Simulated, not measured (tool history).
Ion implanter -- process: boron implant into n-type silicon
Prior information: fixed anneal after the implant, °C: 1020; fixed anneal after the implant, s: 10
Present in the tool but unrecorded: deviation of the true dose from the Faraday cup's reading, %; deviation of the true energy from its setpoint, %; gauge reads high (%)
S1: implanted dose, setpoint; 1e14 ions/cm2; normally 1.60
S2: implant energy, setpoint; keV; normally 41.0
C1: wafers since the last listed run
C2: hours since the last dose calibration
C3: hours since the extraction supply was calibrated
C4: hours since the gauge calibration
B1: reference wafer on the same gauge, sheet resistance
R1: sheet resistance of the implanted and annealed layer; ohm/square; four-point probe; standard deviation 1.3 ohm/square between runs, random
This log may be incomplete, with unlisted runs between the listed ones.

{"run": 1, "day": 0.0, "S1": 1.5, "S2": 41.0, "C1": 0, "C2": 764.5, "C3": 3704.6, "C4": 331.9, "B1": 406.99, "R1": 522.49}
{"run": 2, "day": 0.521, "S1": 1.5, "S2": 41.0, "C1": 282, "C2": 777.0, "C3": 3717.1, "C4": 344.4, "B1": 406.95, "R1": 523.58}
{"run": 3, "day": 1.867, "S1": 1.5, "S2": 41.0, "C1": 729, "C2": 809.3, "C3": 3749.4, "C4": 376.7, "B1": 407.5, "R1": 523.98}
{"run": 4, "day": 2.85, "S1": 1.6, "S2": 46.5, "C1": 533, "C2": 832.9, "C3": 3773.0, "C4": 400.3, "B1": 406.96, "R1": 489.32}
{"day": 3.188, "done": "gauge calibrated"}
{"run": 5, "day": 4.1, "S1": 1.6, "S2": 46.5, "C1": 677, "C2": 862.9, "C3": 3803.0, "C4": 21.9, "B1": 407.1, "R1": 488.45}
{"run": 6, "day": 5.025, "S1": 1.72, "S2": 41.0, "C1": 501, "C2": 885.1, "C3": 3825.2, "C4": 44.1, "B1": 406.85, "R1": 474.89}
{"run": 7, "day": 6.208, "S1": 1.72, "S2": 41.0, "C1": 641, "C2": 913.5, "C3": 3853.6, "C4": 72.5, "B1": 406.71, "R1": 472.04}
{"run": 8, "day": 7.179, "S1": 1.6, "S2": 41.0, "C1": 526, "C2": 936.8, "C3": 3876.9, "C4": 95.8, "B1": 407.08, "R1": 498.53}
{"run": 9, "day": 8.321, "S1": 1.6, "S2": 41.0, "C1": 619, "C2": 964.2, "C3": 3904.3, "C4": 123.2, "B1": 406.9, "R1": 500.44}
{"run": 10, "day": 9.075, "S1": 1.32, "S2": 46.5, "C1": 408, "C2": 982.3, "C3": 3922.4, "C4": 141.3, "B1": 407.21, "R1": 558.64}
{"run": 11, "day": 9.858, "S1": 1.6, "S2": 41.0, "C1": 424, "C2": 1001.1, "C3": 3941.2, "C4": 160.1, "B1": 406.97, "R1": 498.48}
{"run": 12, "day": 11.233, "S1": 1.6, "S2": 41.0, "C1": 745, "C2": 1034.1, "C3": 3974.2, "C4": 193.1, "B1": 407.07, "R1": 494.17}
{"run": 13, "day": 11.879, "S1": 1.6, "S2": 41.0, "C1": 350, "C2": 1049.6, "C3": 3989.7, "C4": 208.6, "B1": 406.87, "R1": 495.86}
{"run": 14, "day": 12.571, "S1": 1.6, "S2": 41.0, "C1": 375, "C2": 1066.2, "C3": 4006.3, "C4": 225.2, "B1": 406.72, "R1": 494.63}
{"run": 15, "day": 13.129, "S1": 1.6, "S2": 41.0, "C1": 302, "C2": 1079.6, "C3": 4019.7, "C4": 238.6, "B1": 406.92, "R1": 496.47}
{"day": 13.646, "done": "extraction supply calibrated"}
{"run": 16, "day": 14.183, "S1": 1.31, "S2": 41.0, "C1": 390, "C2": 1104.9, "C3": 12.9, "C4": 263.9, "B1": 407.01, "R1": 573.15}
{"run": 17, "day": 16.138, "S1": 1.72, "S2": 41.0, "C1": 1059, "C2": 1151.8, "C3": 59.8, "C4": 310.8, "B1": 407.75, "R1": 467.44}
{"day": 17.779, "done": "Faraday cup replaced and dose calibrated"}
{"run": 18, "day": 17.8, "S1": 1.6, "S2": 41.0, "C1": 720, "C2": 0.5, "C3": 99.7, "C4": 350.7, "B1": 406.69, "R1": 481.04}
{"run": 19, "day": 18.417, "S1": 1.21, "S2": 35.5, "C1": 334, "C2": 15.3, "C3": 114.5, "C4": 365.5, "B1": 407.36, "R1": 606.73}
{"run": 20, "day": 20.554, "S1": 1.18, "S2": 41.0, "C1": 1159, "C2": 66.6, "C3": 165.8, "C4": 416.8, "B1": 407.22, "R1": 602.91}
{"run": 21, "day": 21.608, "S1": 1.9, "S2": 27.5, "C1": 571, "C2": 91.9, "C3": 191.1, "C4": 442.1, "B1": 406.81, "R1": 448.29}
{"day": 22.371, "done": "gauge calibrated"}
{"run": 22, "day": 22.679, "S1": 1.72, "S2": 33.0, "C1": 580, "C2": 117.6, "C3": 216.8, "C4": 7.4, "B1": 407.21, "R1": 473.38}
{"run": 23, "day": 23.45, "S1": 1.31, "S2": 41.0, "C1": 417, "C2": 136.1, "C3": 235.3, "C4": 25.9, "B1": 407.03, "R1": 557.32}
{"run": 24, "day": 24.688, "S1": 1.79, "S2": 51.5, "C1": 671, "C2": 165.8, "C3": 265.0, "C4": 55.6, "B1": 406.59, "R1": 427.61}
{"day": 25.104, "done": "Faraday cup replaced and dose calibrated, repeated, since the last time left the tool worse"}
{"run": 25, "day": 25.558, "S1": 1.6, "S2": 41.0, "C1": 291, "C2": 10.9, "C3": 285.9, "C4": 76.5, "B1": 407.58, "R1": 506.54}
{"run": 26, "day": 26.879, "S1": 1.95, "S2": 30.0, "C1": 716, "C2": 42.6, "C3": 317.6, "C4": 108.2, "B1": 407.16, "R1": 455.76}
{"run": 27, "day": 28.346, "S1": 1.94, "S2": 35.0, "C1": 795, "C2": 77.8, "C3": 352.8, "C4": 143.4, "B1": 406.9, "R1": 449.72}
{"run": 28, "day": 29.0, "S1": 1.48, "S2": 30.5, "C1": 354, "C2": 93.5, "C3": 368.5, "C4": 159.1, "B1": 407.22, "R1": 562.33}
{"run": 29, "day": 29.942, "S1": 1.75, "S2": 49.5, "C1": 510, "C2": 116.1, "C3": 391.1, "C4": 181.7, "B1": 407.75, "R1": 461.66}
{"run": 30, "day": 30.758, "S1": 1.86, "S2": 36.5, "C1": 442, "C2": 135.7, "C3": 410.7, "C4": 201.3, "B1": 407.47, "R1": 462.55}
{"run": 31, "day": 32.133, "S1": 1.33, "S2": 46.5, "C1": 745, "C2": 168.7, "C3": 443.7, "C4": 234.3, "B1": 406.98, "R1": 563.95}

Below are 3 alternative next runs, each starting from the tool's condition after run 31. Predict each:
{"run": "A", "day": 32.15, "S1": 1.6, "S2": 41.0, "C1": 9, "C2": 169.1, "C3": 444.1, "C4": 234.7, "B1": "?", "R1": "?"}
{"run": "B", "day": 32.15, "S1": 1.77, "S2": 28.5, "C1": 9, "C2": 169.1, "C3": 444.1, "C4": 234.7, "B1": "?", "R1": "?"}
{"run": "C", "day": 32.15, "S1": 1.99, "S2": 37.5, "C1": 9, "C2": 169.1, "C3": 444.1, "C4": 234.7, "B1": "?", "R1": "?"}

run=A B1=406.91 R1=507.33
run=B B1=406.91 R1=496.72
run=C B1=406.91 R1=437.32
Had the tool no hidden state, the same runs would have come out as:
run=A R1=506.03
run=B R1=495.37
run=C R1=436.16
